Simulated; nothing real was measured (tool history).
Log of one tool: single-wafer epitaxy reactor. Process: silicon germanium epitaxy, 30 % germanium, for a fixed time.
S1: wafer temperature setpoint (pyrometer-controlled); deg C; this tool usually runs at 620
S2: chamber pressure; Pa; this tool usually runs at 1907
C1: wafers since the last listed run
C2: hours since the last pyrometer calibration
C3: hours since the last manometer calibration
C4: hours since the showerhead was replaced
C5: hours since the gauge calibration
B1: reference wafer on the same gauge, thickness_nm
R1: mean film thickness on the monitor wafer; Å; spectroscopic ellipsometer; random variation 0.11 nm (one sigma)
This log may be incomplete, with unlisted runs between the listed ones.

{"run": 1, "hour": 0.0, "S1": 620, "S2": 1907, "C1": 0, "C2": 2149.9, "C3": 2746, "C4": 7340.3, "C5": 217.3, "B1": 68.002, "R1": 684.21}
{"run": 2, "hour": 10.0, "S1": 620, "S2": 1907, "C1": 235, "C2": 2159.9, "C3": 2756, "C4": 7350.3, "C5": 227.3, "B1": 68.003, "R1": 683.43}
{"run": 3, "hour": 27.3, "S1": 620, "S2": 1907, "C1": 408, "C2": 2177.2, "C3": 2773.3, "C4": 7367.6, "C5": 244.6, "B1": 67.973, "R1": 682.64}
{"run": 4, "hour": 42.2, "S1": 620, "S2": 1573, "C1": 351, "C2": 2192.1, "C3": 2788.2, "C4": 7382.5, "C5": 259.5, "B1": 67.982, "R1": 622.39}
{"run": 5, "hour": 51.5, "S1": 620, "S2": 1907, "C1": 219, "C2": 2201.4, "C3": 2797.5, "C4": 7391.8, "C5": 268.8, "B1": 67.997, "R1": 681.49}
{"run": 6, "hour": 68.0, "S1": 620, "S2": 1907, "C1": 389, "C2": 2217.9, "C3": 2814, "C4": 7408.3, "C5": 285.3, "B1": 67.995, "R1": 678.49}
{"run": 7, "hour": 121.8, "S1": 620, "S2": 1907, "C1": 1269, "C2": 2271.7, "C3": 2867.8, "C4": 7462.1, "C5": 339.1, "B1": 68.017, "R1": 679.3}
{"hour": 138.3, "done": "pyrometer calibrated"}
{"run": 8, "hour": 138.8, "S1": 620, "S2": 2080, "C1": 212, "C2": 0.5, "C3": 2884.8, "C4": 7479.1, "C5": 356.1, "B1": 68.002, "R1": 732.83}
{"run": 9, "hour": 145.1, "S1": 620, "S2": 2066, "C1": 148, "C2": 6.8, "C3": 2891.1, "C4": 7485.4, "C5": 362.4, "B1": 67.982, "R1": 730.48}
{"hour": 157.1, "done": "showerhead replaced"}
{"hour": 161.9, "done": "capacitance manometer re-zeroed and calibrated"}
{"run": 10, "hour": 162.4, "S1": 620, "S2": 2066, "C1": 105, "C2": 24.1, "C3": 0.5, "C4": 5.3, "C5": 379.7, "B1": 67.982, "R1": 757.24}
{"run": 11, "hour": 165.5, "S1": 620, "S2": 2066, "C1": 73, "C2": 27.2, "C3": 3.6, "C4": 8.4, "C5": 382.8, "B1": 68.016, "R1": 757.97}
{"run": 12, "hour": 178.8, "S1": 608, "S2": 1627, "C1": 313, "C2": 40.5, "C3": 16.9, "C4": 21.7, "C5": 396.1, "B1": 67.996, "R1": 535.42}
{"hour": 178.9, "done": "gauge calibrated"}
{"run": 13, "hour": 184.8, "S1": 608, "S2": 1627, "C1": 141, "C2": 46.5, "C3": 22.9, "C4": 27.7, "C5": 5.9, "B1": 68.001, "R1": 534.98}
{"run": 14, "hour": 194.4, "S1": 608, "S2": 1627, "C1": 226, "C2": 56.1, "C3": 32.5, "C4": 37.3, "C5": 15.5, "B1": 68.007, "R1": 535.65}
{"run": 15, "hour": 204.7, "S1": 620, "S2": 1907, "C1": 243, "C2": 66.4, "C3": 42.8, "C4": 47.6, "C5": 25.8, "B1": 68.021, "R1": 729.11}
{"run": 16, "hour": 218.9, "S1": 620, "S2": 1907, "C1": 335, "C2": 80.6, "C3": 57, "C4": 61.8, "C5": 40, "B1": 67.992, "R1": 729.22}
{"run": 17, "hour": 231.4, "S1": 612, "S2": 2120, "C1": 294, "C2": 93.1, "C3": 69.5, "C4": 74.3, "C5": 52.5, "B1": 67.973, "R1": 655.8}
{"run": 18, "hour": 246.0, "S1": 620, "S2": 1613, "C1": 344, "C2": 107.7, "C3": 84.1, "C4": 88.9, "C5": 67.1, "B1": 67.982, "R1": 672.47}
{"run": 19, "hour": 258.1, "S1": 629, "S2": 2266, "C1": 285, "C2": 119.8, "C3": 96.2, "C4": 101, "C5": 79.2, "B1": 68.003, "R1": 939.02}
{"run": 20, "hour": 272.0, "S1": 620, "S2": 1907, "C1": 327, "C2": 133.7, "C3": 110.1, "C4": 114.9, "C5": 93.1, "B1": 67.961, "R1": 729.53}
{"run": 21, "hour": 288.9, "S1": 631, "S2": 1907, "C1": 398, "C2": 150.6, "C3": 127, "C4": 131.8, "C5": 110, "B1": 67.972, "R1": 898.13}
{"run": 22, "hour": 298.0, "S1": 620, "S2": 2053, "C1": 214, "C2": 159.7, "C3": 136.1, "C4": 140.9, "C5": 119.1, "B1": 68.03, "R1": 756.13}
{"run": 23, "hour": 304.5, "S1": 620, "S2": 1907, "C1": 153, "C2": 166.2, "C3": 142.6, "C4": 147.4, "C5": 125.6, "B1": 68.025, "R1": 727.17}
{"run": 24, "hour": 312.2, "S1": 607, "S2": 1773, "C1": 181, "C2": 173.9, "C3": 150.3, "C4": 155.1, "C5": 133.3, "B1": 68.017, "R1": 547.55}
{"run": 25, "hour": 325.9, "S1": 620, "S2": 1907, "C1": 323, "C2": 187.6, "C3": 164, "C4": 168.8, "C5": 147, "B1": 68, "R1": 729.42}
{"run": 26, "hour": 332.1, "S1": 620, "S2": 1907, "C1": 146, "C2": 193.8, "C3": 170.2, "C4": 175, "C5": 153.2, "B1": 68.014, "R1": 727.21}
{"run": 27, "hour": 348.8, "S1": 620, "S2": 1907, "C1": 393, "C2": 210.5, "C3": 186.9, "C4": 191.7, "C5": 169.9, "B1": 67.991, "R1": 729.86}
{"run": 28, "hour": 355.8, "S1": 610, "S2": 2320, "C1": 165, "C2": 217.5, "C3": 193.9, "C4": 198.7, "C5": 176.9, "B1": 67.969, "R1": 657.23}
{"run": 29, "hour": 371.7, "S1": 610, "S2": 2080, "C1": 375, "C2": 233.4, "C3": 209.8, "C4": 214.6, "C5": 192.8, "B1": 68.009, "R1": 623.47}
{"run": 30, "hour": 379.9, "S1": 616, "S2": 1627, "C1": 193, "C2": 241.6, "C3": 218, "C4": 222.8, "C5": 201, "B1": 68.004, "R1": 626.52}

Here are 4 independent what-if runs from the current tool condition. What would each one return?
{"run": "A", "hour": 380.3, "S1": 620, "S2": 1907, "C1": 9, "C2": 242, "C3": 218.4, "C4": 223.2, "C5": 201.4, "B1": "?", "R1": "?"}
{"run": "B", "hour": 380.3, "S1": 630, "S2": 1560, "C1": 9, "C2": 242, "C3": 218.4, "C4": 223.2, "C5": 201.4, "B1": "?", "R1": "?"}
{"run": "C", "hour": 380.3, "S1": 611, "S2": 1560, "C1": 9, "C2": 242, "C3": 218.4, "C4": 223.2, "C5": 201.4, "B1": "?", "R1": "?"}
{"run": "D", "hour": 380.3, "S1": 606, "S2": 1907, "C1": 9, "C2": 242, "C3": 218.4, "C4": 223.2, "C5": 201.4, "B1": "?", "R1": "?"}

run=A B1=68.014 R1=729.31
run=B B1=68.014 R1=801.6
run=C B1=68.014 R1=556.53
run=D B1=68.014 R1=554.58
What these runs would have given with no unlogged condition in the tool:
run=A R1=730.05
run=B R1=802.3
run=C R1=557.16
run=D R1=555.25
